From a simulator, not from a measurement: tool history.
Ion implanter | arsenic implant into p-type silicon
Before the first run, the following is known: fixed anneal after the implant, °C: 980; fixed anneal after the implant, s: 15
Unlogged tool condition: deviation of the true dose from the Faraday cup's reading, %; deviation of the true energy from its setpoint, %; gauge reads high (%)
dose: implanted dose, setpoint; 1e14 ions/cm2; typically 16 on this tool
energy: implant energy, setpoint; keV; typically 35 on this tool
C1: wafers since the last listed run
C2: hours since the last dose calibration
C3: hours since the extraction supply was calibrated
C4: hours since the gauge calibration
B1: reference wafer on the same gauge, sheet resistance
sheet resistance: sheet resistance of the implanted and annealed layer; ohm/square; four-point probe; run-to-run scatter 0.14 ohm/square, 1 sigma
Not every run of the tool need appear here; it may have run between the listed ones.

{"run": 1, "hour": 0.0, "dose": 16, "energy": 30.5, "C1": 0, "C2": 891.8, "C3": 7271.2, "C4": 221.8, "B1": 95.37, "sheet resistance": 94.89}
{"run": 2, "hour": 13.0, "dose": 16, "energy": 30.5, "C1": 335, "C2": 904.8, "C3": 7284.2, "C4": 234.8, "B1": 95.38, "sheet resistance": 94.72}
{"run": 3, "hour": 29.4, "dose": 16, "energy": 30.5, "C1": 422, "C2": 921.2, "C3": 7300.6, "C4": 251.2, "B1": 95.43, "sheet resistance": 95.02}
{"run": 4, "hour": 66.6, "dose": 16, "energy": 40, "C1": 959, "C2": 958.4, "C3": 7337.8, "C4": 288.4, "B1": 95.45, "sheet resistance": 84.11}
{"run": 5, "hour": 81.8, "dose": 16, "energy": 40, "C1": 392, "C2": 973.6, "C3": 7353, "C4": 303.6, "B1": 95.44, "sheet resistance": 84.13}
{"hour": 120.7, "done": "gauge calibrated"}
{"run": 6, "hour": 132.2, "dose": 16, "energy": 35, "C1": 1299, "C2": 1024, "C3": 7403.4, "C4": 11.5, "B1": 95.44, "sheet resistance": 89}
{"run": 7, "hour": 138.2, "dose": 16, "energy": 35, "C1": 154, "C2": 1030, "C3": 7409.4, "C4": 17.5, "B1": 95.33, "sheet resistance": 89.01}
{"run": 8, "hour": 155.1, "dose": 13.31, "energy": 31.5, "C1": 435, "C2": 1046.9, "C3": 7426.3, "C4": 34.4, "B1": 95.41, "sheet resistance": 98.22}
{"run": 9, "hour": 161.9, "dose": 16, "energy": 35, "C1": 175, "C2": 1053.7, "C3": 7433.1, "C4": 41.2, "B1": 95.41, "sheet resistance": 89.15}
{"hour": 175.5, "done": "Faraday cup replaced and dose calibrated"}
{"run": 10, "hour": 176.0, "dose": 16, "energy": 35, "C1": 157, "C2": 0.5, "C3": 7447.2, "C4": 55.3, "B1": 95.42, "sheet resistance": 90.65}
{"run": 11, "hour": 192.1, "dose": 16, "energy": 35, "C1": 415, "C2": 16.6, "C3": 7463.3, "C4": 71.4, "B1": 95.39, "sheet resistance": 90.75}
{"run": 12, "hour": 199.5, "dose": 12.94, "energy": 38.5, "C1": 190, "C2": 24, "C3": 7470.7, "C4": 78.8, "B1": 95.42, "sheet resistance": 94.04}
{"run": 13, "hour": 207.2, "dose": 16, "energy": 35, "C1": 198, "C2": 31.7, "C3": 7478.4, "C4": 86.5, "B1": 95.41, "sheet resistance": 90.52}
{"run": 14, "hour": 225.1, "dose": 11.62, "energy": 35, "C1": 461, "C2": 49.6, "C3": 7496.3, "C4": 104.4, "B1": 95.36, "sheet resistance": 102.41}
{"hour": 239.4, "done": "extraction supply calibrated"}
{"run": 15, "hour": 239.9, "dose": 16, "energy": 28, "C1": 175, "C2": 64.4, "C3": 0.5, "C4": 119.2, "B1": 95.44, "sheet resistance": 99.98}
{"run": 16, "hour": 270.3, "dose": 16, "energy": 24, "C1": 784, "C2": 94.8, "C3": 30.9, "C4": 149.6, "B1": 95.42, "sheet resistance": 107.22}
{"run": 17, "hour": 285.0, "dose": 16, "energy": 35, "C1": 379, "C2": 109.5, "C3": 45.6, "C4": 164.3, "B1": 95.35, "sheet resistance": 90.44}
{"run": 18, "hour": 301.0, "dose": 13.86, "energy": 43, "C1": 412, "C2": 125.5, "C3": 61.6, "C4": 180.3, "B1": 95.35, "sheet resistance": 87.77}
{"run": 19, "hour": 309.1, "dose": 18.83, "energy": 29, "C1": 208, "C2": 133.6, "C3": 69.7, "C4": 188.4, "B1": 95.43, "sheet resistance": 95.12}
{"run": 20, "hour": 326.6, "dose": 16, "energy": 29.5, "C1": 451, "C2": 151.1, "C3": 87.2, "C4": 205.9, "B1": 95.39, "sheet resistance": 97.45}
{"run": 21, "hour": 338.8, "dose": 17.9, "energy": 31.5, "C1": 314, "C2": 163.3, "C3": 99.4, "C4": 218.1, "B1": 95.36, "sheet resistance": 92.1}
{"run": 22, "hour": 355.4, "dose": 16, "energy": 35, "C1": 428, "C2": 179.9, "C3": 116, "C4": 234.7, "B1": 95.32, "sheet resistance": 90.01}
{"run": 23, "hour": 363.8, "dose": 18.65, "energy": 41, "C1": 216, "C2": 188.3, "C3": 124.4, "C4": 243.1, "B1": 95.43, "sheet resistance": 80.85}

Hidden state or all else? Some run-to-run changes of sheet resistance, split into what the settings, what came in and random variation would give without the hidden state, and what is left for the hidden state (with any gauge scatter that isn't in both results):
Run 7 -> 8: dose 16 -> 13.31, energy 35 -> 31.5. sheet resistance +9.21 ohm/square: hidden state -0.6, all else +9.81.
Run 9 -> 10: Faraday cup replaced and dose calibrated. sheet resistance +1.5 ohm/square: hidden state +1.58, all else -0.08.
Run 13 -> 14: dose 16 -> 11.62. sheet resistance +11.89 ohm/square: hidden state +0.08, all else +11.81.
Run 16 -> 17: energy 24 -> 35. sheet resistance -16.78 ohm/square: hidden state -0.01, all else -16.77.

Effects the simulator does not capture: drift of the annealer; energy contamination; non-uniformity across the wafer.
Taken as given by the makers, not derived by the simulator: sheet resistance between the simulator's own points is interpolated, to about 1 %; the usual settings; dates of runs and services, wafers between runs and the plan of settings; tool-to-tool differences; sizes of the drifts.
